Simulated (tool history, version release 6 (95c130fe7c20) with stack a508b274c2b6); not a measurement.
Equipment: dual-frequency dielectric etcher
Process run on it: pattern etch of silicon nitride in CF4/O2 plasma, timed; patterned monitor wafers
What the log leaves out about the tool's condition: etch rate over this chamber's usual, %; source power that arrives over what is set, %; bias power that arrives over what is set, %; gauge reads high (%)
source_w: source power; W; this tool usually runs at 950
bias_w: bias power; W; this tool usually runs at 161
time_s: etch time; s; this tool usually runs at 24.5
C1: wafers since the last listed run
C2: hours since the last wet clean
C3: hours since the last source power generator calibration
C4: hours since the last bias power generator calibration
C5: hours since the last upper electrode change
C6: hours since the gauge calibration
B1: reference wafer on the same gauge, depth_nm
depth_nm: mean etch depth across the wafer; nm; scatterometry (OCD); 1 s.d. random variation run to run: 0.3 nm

{"run": 1, "hour": 0.0, "source_w": 950, "bias_w": 131, "time_s": 26.5, "C1": 0, "C2": 189, "C3": 4405.2, "C4": 1979.4, "C5": 3544.7, "C6": 674.8, "B1": 74.8, "depth_nm": 94.2}
{"run": 2, "hour": 26.1, "source_w": 950, "bias_w": 161, "time_s": 24.5, "C1": 514, "C2": 215.1, "C3": 4431.3, "C4": 2005.5, "C5": 3570.8, "C6": 700.9, "B1": 75, "depth_nm": 92.8}
{"run": 3, "hour": 52.7, "source_w": 950, "bias_w": 161, "time_s": 24.5, "C1": 523, "C2": 241.7, "C3": 4457.9, "C4": 2032.1, "C5": 3597.4, "C6": 727.5, "B1": 75, "depth_nm": 92.7}
{"hour": 70.0, "done": "bias power generator calibrated"}
{"run": 4, "hour": 70.5, "source_w": 950, "bias_w": 161, "time_s": 24.5, "C1": 271, "C2": 259.5, "C3": 4475.7, "C4": 0.5, "C5": 3615.2, "C6": 745.3, "B1": 75, "depth_nm": 92.6}
{"run": 5, "hour": 90.0, "source_w": 950, "bias_w": 161, "time_s": 24.5, "C1": 384, "C2": 279, "C3": 4495.2, "C4": 20, "C5": 3634.7, "C6": 764.8, "B1": 75.3, "depth_nm": 92.5}
{"hour": 136.4, "done": "upper electrode replaced"}
{"run": 6, "hour": 136.9, "source_w": 950, "bias_w": 177, "time_s": 24.5, "C1": 451, "C2": 325.9, "C3": 4542.1, "C4": 66.9, "C5": 0.5, "C6": 811.7, "B1": 75.4, "depth_nm": 95.5}
{"run": 7, "hour": 150.6, "source_w": 950, "bias_w": 177, "time_s": 24.5, "C1": 269, "C2": 339.6, "C3": 4555.8, "C4": 80.6, "C5": 14.2, "C6": 825.4, "B1": 75.4, "depth_nm": 95.7}
{"run": 8, "hour": 163.8, "source_w": 950, "bias_w": 177, "time_s": 24.5, "C1": 260, "C2": 352.8, "C3": 4569, "C4": 93.8, "C5": 27.4, "C6": 838.6, "B1": 75.4, "depth_nm": 96}
{"run": 9, "hour": 234.8, "source_w": 950, "bias_w": 161, "time_s": 24.5, "C1": 1398, "C2": 423.8, "C3": 4640, "C4": 164.8, "C5": 98.4, "C6": 909.6, "B1": 75.9, "depth_nm": 93.3}
{"run": 10, "hour": 251.3, "source_w": 950, "bias_w": 161, "time_s": 24.5, "C1": 325, "C2": 440.3, "C3": 4656.5, "C4": 181.3, "C5": 114.9, "C6": 926.1, "B1": 75.9, "depth_nm": 93.4}
{"hour": 278.5, "done": "wet clean of the chamber"}
{"run": 11, "hour": 279.0, "source_w": 950, "bias_w": 161, "time_s": 24.5, "C1": 72, "C2": 0.5, "C3": 4684.2, "C4": 209, "C5": 142.6, "C6": 953.8, "B1": 76.1, "depth_nm": 93.9}
{"run": 12, "hour": 287.1, "source_w": 950, "bias_w": 194, "time_s": 27.5, "C1": 159, "C2": 8.6, "C3": 4692.3, "C4": 217.1, "C5": 150.7, "C6": 961.9, "B1": 76.2, "depth_nm": 111.3}
{"run": 13, "hour": 307.0, "source_w": 950, "bias_w": 161, "time_s": 24.5, "C1": 391, "C2": 28.5, "C3": 4712.2, "C4": 237, "C5": 170.6, "C6": 981.8, "B1": 76.2, "depth_nm": 94.1}
{"run": 14, "hour": 323.6, "source_w": 1120, "bias_w": 150, "time_s": 21.5, "C1": 326, "C2": 45.1, "C3": 4728.8, "C4": 253.6, "C5": 187.2, "C6": 998.4, "B1": 76.1, "depth_nm": 95.8}
{"run": 15, "hour": 344.4, "source_w": 950, "bias_w": 161, "time_s": 24.5, "C1": 409, "C2": 65.9, "C3": 4749.6, "C4": 274.4, "C5": 208, "C6": 1019.2, "B1": 76.3, "depth_nm": 93.9}
{"run": 16, "hour": 367.0, "source_w": 830, "bias_w": 161, "time_s": 28, "C1": 445, "C2": 88.5, "C3": 4772.2, "C4": 297, "C5": 230.6, "C6": 1041.8, "B1": 76.6, "depth_nm": 93}
{"run": 17, "hour": 399.9, "source_w": 780, "bias_w": 186, "time_s": 26.5, "C1": 648, "C2": 121.4, "C3": 4805.1, "C4": 329.9, "C5": 263.5, "C6": 1074.7, "B1": 76.6, "depth_nm": 86.1}
{"run": 18, "hour": 419.4, "source_w": 950, "bias_w": 161, "time_s": 24.5, "C1": 384, "C2": 140.9, "C3": 4824.6, "C4": 349.4, "C5": 283, "C6": 1094.2, "B1": 76.7, "depth_nm": 94.3}
{"hour": 440.6, "done": "source power generator calibrated"}
{"run": 19, "hour": 450.4, "source_w": 1100, "bias_w": 197, "time_s": 20.5, "C1": 531, "C2": 171.9, "C3": 9.8, "C4": 380.4, "C5": 314, "C6": 1125.2, "B1": 76.7, "depth_nm": 98.2}
{"hour": 459.2, "done": "gauge calibrated"}
{"run": 20, "hour": 465.4, "source_w": 950, "bias_w": 190, "time_s": 24.5, "C1": 295, "C2": 186.9, "C3": 24.8, "C4": 395.4, "C5": 329, "C6": 6.2, "B1": 74.5, "depth_nm": 96.8}
{"run": 21, "hour": 489.9, "source_w": 950, "bias_w": 193, "time_s": 29.5, "C1": 482, "C2": 211.4, "C3": 49.3, "C4": 419.9, "C5": 353.5, "C6": 30.7, "B1": 74.4, "depth_nm": 116.3}
{"run": 22, "hour": 515.6, "source_w": 950, "bias_w": 144, "time_s": 28, "C1": 506, "C2": 237.1, "C3": 75, "C4": 445.6, "C5": 379.2, "C6": 56.4, "B1": 74.4, "depth_nm": 101.5}
{"run": 23, "hour": 546.9, "source_w": 1060, "bias_w": 161, "time_s": 24.5, "C1": 616, "C2": 268.4, "C3": 106.3, "C4": 476.9, "C5": 410.5, "C6": 87.7, "B1": 74.4, "depth_nm": 103.4}
{"run": 24, "hour": 563.5, "source_w": 950, "bias_w": 190, "time_s": 24.5, "C1": 326, "C2": 285, "C3": 122.9, "C4": 493.5, "C5": 427.1, "C6": 104.3, "B1": 74.6, "depth_nm": 96.1}
{"run": 25, "hour": 593.0, "source_w": 950, "bias_w": 161, "time_s": 24.5, "C1": 581, "C2": 314.5, "C3": 152.4, "C4": 523, "C5": 456.6, "C6": 133.8, "B1": 74.4, "depth_nm": 91.7}
{"run": 26, "hour": 620.7, "source_w": 1120, "bias_w": 161, "time_s": 31, "C1": 545, "C2": 342.2, "C3": 180.1, "C4": 550.7, "C5": 484.3, "C6": 161.5, "B1": 74.4, "depth_nm": 137.8}
{"run": 27, "hour": 644.7, "source_w": 950, "bias_w": 161, "time_s": 24.5, "C1": 472, "C2": 366.2, "C3": 204.1, "C4": 574.7, "C5": 508.3, "C6": 185.5, "B1": 74.5, "depth_nm": 91.9}
{"run": 28, "hour": 662.9, "source_w": 1150, "bias_w": 161, "time_s": 28.5, "C1": 358, "C2": 384.4, "C3": 222.3, "C4": 592.9, "C5": 526.5, "C6": 203.7, "B1": 74.5, "depth_nm": 130.7}
{"run": 29, "hour": 696.7, "source_w": 950, "bias_w": 161, "time_s": 24.5, "C1": 665, "C2": 418.2, "C3": 256.1, "C4": 626.7, "C5": 560.3, "C6": 237.5, "B1": 74.3, "depth_nm": 92.2}

Below, some changes in depth_nm between adjacent runs. For each, the amount present without the hidden state too (settings, incoming material, random variation) and the amount remaining for the hidden state with gauge scatter not shared by both compared results:
Run 11 -> 12: bias_w 161 -> 194, time_s 24.5 -> 27.5. depth_nm +17.4 nm: hidden state +0.5, all else +16.9.
Run 19 -> 20: source_w 1100 -> 950, bias_w 197 -> 190, time_s 20.5 -> 24.5, gauge calibrated. depth_nm -1.4 nm: hidden state -3.2, all else +1.8.
Run 25 -> 26: source_w 950 -> 1120, time_s 24.5 -> 31. depth_nm +46.1 nm: hidden state +0.5, all else +45.6.
Run 26 -> 27: source_w 1120 -> 950, time_s 31 -> 24.5. depth_nm -45.9 nm: hidden state -0.4, all else -45.5.
